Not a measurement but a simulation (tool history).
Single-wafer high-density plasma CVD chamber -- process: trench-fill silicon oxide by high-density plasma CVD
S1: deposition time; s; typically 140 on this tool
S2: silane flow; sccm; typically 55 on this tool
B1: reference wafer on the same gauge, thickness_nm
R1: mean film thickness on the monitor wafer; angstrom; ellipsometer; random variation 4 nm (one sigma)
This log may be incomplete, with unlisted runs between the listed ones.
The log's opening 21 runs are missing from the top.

run    hour   S1  S2       B1       R1
 22  1345.9  140  55  612.554  7596.09
     1359.6  -- silane flow controller replaced
 23  1382.4  119  55  611.142  6643.48
 24  1448.6  127  52  611.326  6768.47
 25  1501.8  162  55  611.152  9090.57
 26  1578.6  140  60  610.833  8579.89
 27  1655.4  140  55  611.191  7865.42
 28    1747  126  63  611.104  8169.22
     1764.9  -- gauge calibrated
 29  1801.9  158  47  610.361  7689.13
     1840.4  -- silane flow controller replaced, repeated, since the last time left the tool worse
 30  1857.1  168  44  610.132  7040.88
 31  1946.7  140  55  610.442  7468.73
 32  1998.7  129  60  611.101  7493.25
 33    2075  140  55  611.587  7468.21
 34  2144.6  127  48  612.058  5854.98
 35  2277.8  140  48   610.45   6561.3

Alternative continuations, all from the tool just after run 35; predict every row:
  A  2278.2  155  55   ?   ?
  B  2278.2  148  60   ?   ?
  C  2278.2  118  55   ?   ?
  D  2278.2  155  45   ?   ?

run       B1       R1
  A  611.275  8346.89
  B  611.275  8694.47
  C  611.275   6354.4
  D  611.275  6829.27
Without the tool's unlogged condition, the same runs would have read:
run       R1
  A  8240.79
  B  8583.96
  C  6273.63
  D  6742.47
